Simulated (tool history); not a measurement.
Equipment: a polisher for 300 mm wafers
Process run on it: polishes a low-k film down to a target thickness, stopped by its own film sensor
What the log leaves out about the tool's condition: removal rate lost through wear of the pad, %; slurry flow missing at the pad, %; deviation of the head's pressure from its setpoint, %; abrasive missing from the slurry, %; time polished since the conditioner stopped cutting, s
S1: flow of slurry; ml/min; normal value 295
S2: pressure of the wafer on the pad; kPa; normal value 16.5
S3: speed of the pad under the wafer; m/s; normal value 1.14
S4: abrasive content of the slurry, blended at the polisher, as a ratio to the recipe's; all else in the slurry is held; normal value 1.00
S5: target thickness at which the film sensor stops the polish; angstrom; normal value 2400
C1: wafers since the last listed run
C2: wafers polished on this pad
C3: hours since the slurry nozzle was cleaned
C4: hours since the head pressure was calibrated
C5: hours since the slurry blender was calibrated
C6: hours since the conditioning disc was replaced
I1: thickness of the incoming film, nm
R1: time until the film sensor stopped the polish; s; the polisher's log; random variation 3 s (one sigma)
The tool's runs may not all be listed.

run     day   S1    S2    S3    S4    S5   C1   C2     C3     C4     C5     C6     I1     R1
  1   0.000  295  16.5  1.14  1.00  2400    0  145  577.3  485.0   66.2  175.2  315.5  175.5
  2   0.312  360  16.5  1.14  1.00  2400   49  195  584.8  492.5   73.7  182.7  318.8  179.3
  3   0.812  380  16.5  1.24  1.00  2400   79  275  596.8  504.5   85.7  194.7  320.8  181.0
  4   1.150  295  16.5  1.14  0.90  2400   53  329  604.9  512.6   93.8  202.8  322.5  198.4
  5   1.404  295  16.5  1.04  1.00  2400   40  369  611.0  518.7   99.9  208.9  319.9  194.6
  6   2.042  295  16.5  1.04  1.00  2400  101  471  626.3  534.0  115.2  224.2  322.7  199.7
  7   2.550  295  16.5  1.04  1.00  2400   81  553  638.5  546.2  127.4  236.4  314.3  189.6
  8   3.258  295  16.5  1.14  0.85  2400  113  666  655.5  563.2  144.4  253.4  318.2  201.3
      3.483  -- worn pad replaced by a new one
  9   3.612  295  16.5  1.14  0.85  2400   29   20  664.0  571.7  152.9  261.9  320.6  209.6
      3.738  -- head pressure recalibrated
 10   3.933  295  13.1  1.14  1.00  2400   37   58  671.7    4.7  160.6  269.6  315.6  221.6
      4.017  -- slurry blender recalibrated
 11   4.304  295  13.1  1.14  1.00  2400   45  104  680.6   13.6    6.9  278.5  317.1  217.0
 12   4.692  295  16.5  1.14  1.00  2130   61  166  689.9   22.9   16.2  287.8  317.2  250.1
 13   5.233  295  16.5  1.14  1.00  2530   86  253  702.9   35.9   29.2  300.8  318.3  155.8
 14   5.600  370  16.5  1.52  0.75  2570   58  312  711.7   44.7   38.0  309.6  321.7  152.0
 15   6.204  295  13.1  1.14  1.00  2400   96  408  726.2   59.2   52.5  324.1  319.2  230.3
 16   6.717  295  16.5  1.14  1.00  2400   81  490  738.5   71.5   64.8  336.4  322.9  193.4
 17   7.021  295  16.5  1.50  1.00  2140   48  539  745.8   78.8   72.1  343.7  322.1  224.3
      7.117  -- conditioning disc replaced and pad reconditioned
      7.521  -- slurry nozzle cleaned
 18   7.600  325  21.4  1.14  0.80  2510   72  611    1.9   92.7   86.0   11.6  320.1  113.2
      7.871  -- worn pad replaced by a new one
 19   7.954  380  16.5  1.24  1.00  2400   29   13   10.4  101.2   94.5   20.1  320.9  151.1
 20   8.458  295  16.5  1.14  1.00  2400   80   94   22.5  113.3  106.6   32.2  316.0  150.9
 21   8.871  220  20.7  1.26  0.90  2400   65  160   32.4  123.2  116.5   42.1  320.4  137.0
     10.758  -- slurry blender recalibrated
 22  10.979  345  16.5  0.94  1.00  2400  323  483   83.0  173.8    5.3   92.7  321.6  194.2

Here are 4 independent what-if runs from the current tool condition. What would each one return?
  A  11.000  295  16.5  1.14  1.00  2400   3  487  83.5  174.3  5.8  93.2  317.0   ?
  B  11.000  295  14.5  1.26  1.15  2400   3  487  83.5  174.3  5.8  93.2  317.0   ?
  C  11.000  355  13.1  1.48  1.10  2400   3  487  83.5  174.3  5.8  93.2  317.0   ?
  D  11.000  295  18.6  1.14  1.00  2530   3  487  83.5  174.3  5.8  93.2  317.0   ?

run     R1
  A  167.9
  B  169.6
  C  172.5
  D  125.4
Take away the tool's hidden state, keep each run's random variation, and the runs would have read:
run     R1
  A  150.9
  B  153.2
  C  155.7
  D  111.5
